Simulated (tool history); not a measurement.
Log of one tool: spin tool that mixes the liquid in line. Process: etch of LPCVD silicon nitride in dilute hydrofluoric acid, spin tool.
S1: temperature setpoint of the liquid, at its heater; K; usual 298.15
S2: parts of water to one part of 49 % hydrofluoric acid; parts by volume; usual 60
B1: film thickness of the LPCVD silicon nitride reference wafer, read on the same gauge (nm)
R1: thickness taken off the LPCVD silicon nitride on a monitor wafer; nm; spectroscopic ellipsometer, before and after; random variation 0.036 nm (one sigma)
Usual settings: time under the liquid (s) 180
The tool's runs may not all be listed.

Run 1, hour 0.0: usual settings; B1 139.988. Result: R1 1.314 nm.
At hour 0.7: gauge calibrated.
Run 2, hour 19.4: usual settings; B1 140.013. Result: R1 1.359 nm.
Run 3, hour 44.6: usual settings; B1 140.020. Result: R1 1.340 nm.
Run 4, hour 61.0: usual settings; B1 140.016. Result: R1 1.361 nm.
Run 5, hour 74.8: usual settings but S2 45 parts by volume; B1 140.024. Result: R1 1.817 nm.
Run 6, hour 100.2: usual settings but S2 45 parts by volume; B1 139.990. Result: R1 1.748 nm.
Run 7, hour 130.5: usual settings but S2 45 parts by volume; B1 140.002. Result: R1 1.782 nm.
Run 8, hour 149.4: usual settings; B1 139.980. Result: R1 1.393 nm.
Run 9, hour 180.4: usual settings; B1 139.967. Result: R1 1.376 nm.
Run 10, hour 213.0: usual settings but S2 80 parts by volume; B1 140.011. Result: R1 1.013 nm.
At hour 236.0: hydrofluoric acid flow meter replaced.
At hour 237.3: thermometer replaced.
Run 11, hour 244.4: usual settings but S1 300.15 K, S2 75 parts by volume, time under the liquid (s) 225; B1 140.000. Result: R1 1.537 nm.
Run 12, hour 275.0: usual settings but S1 302.15 K; B1 139.995. Result: R1 1.807 nm.
Run 13, hour 294.1: usual settings but S1 302.15 K, S2 40 parts by volume, time under the liquid (s) 220; B1 139.975. Result: R1 3.226 nm.
At hour 302.6: gauge calibrated.
Run 14, hour 310.0: usual settings; B1 140.023. Result: R1 1.364 nm.
Run 15, hour 332.5: usual settings; B1 139.992. Result: R1 1.314 nm.
Run 16, hour 362.0: usual settings but S1 295.65 K, S2 70 parts by volume; B1 139.999. Result: R1 0.975 nm.
Run 17, hour 390.5: usual settings but S2 90 parts by volume, time under the liquid (s) 255; B1 140.024. Result: R1 1.243 nm.
Run 18, hour 410.4: usual settings but S2 50 parts by volume; B1 139.982. Result: R1 1.693 nm.
Run 19, hour 440.7: usual settings but S1 302.15 K, S2 50 parts by volume, time under the liquid (s) 275; B1 140.015. Result: R1 3.103 nm.

4 ways to go on from here, each from the tool as it stands after run 19. What would each give?
Run A, hour 441.2: usual settings; B1 ?. Result: R1 ?.
Run B, hour 441.2: usual settings but S1 299.65 K, S2 75 parts by volume, time under the liquid (s) 245; B1 ?. Result: R1 ?.
Run C, hour 441.2: usual settings but S1 302.65 K, time under the liquid (s) 240; B1 ?. Result: R1 ?.
Run D, hour 441.2: usual settings but S2 80 parts by volume, time under the liquid (s) 85; B1 ?. Result: R1 ?.

run       B1     R1
  A  140.011  1.282
  B  140.011  1.546
  C  140.011  2.295
  D  140.011  0.456
Without the tool's hidden state the same runs would have given:
run     R1
  A  1.282
  B  1.546
  C  2.295
  D  0.456

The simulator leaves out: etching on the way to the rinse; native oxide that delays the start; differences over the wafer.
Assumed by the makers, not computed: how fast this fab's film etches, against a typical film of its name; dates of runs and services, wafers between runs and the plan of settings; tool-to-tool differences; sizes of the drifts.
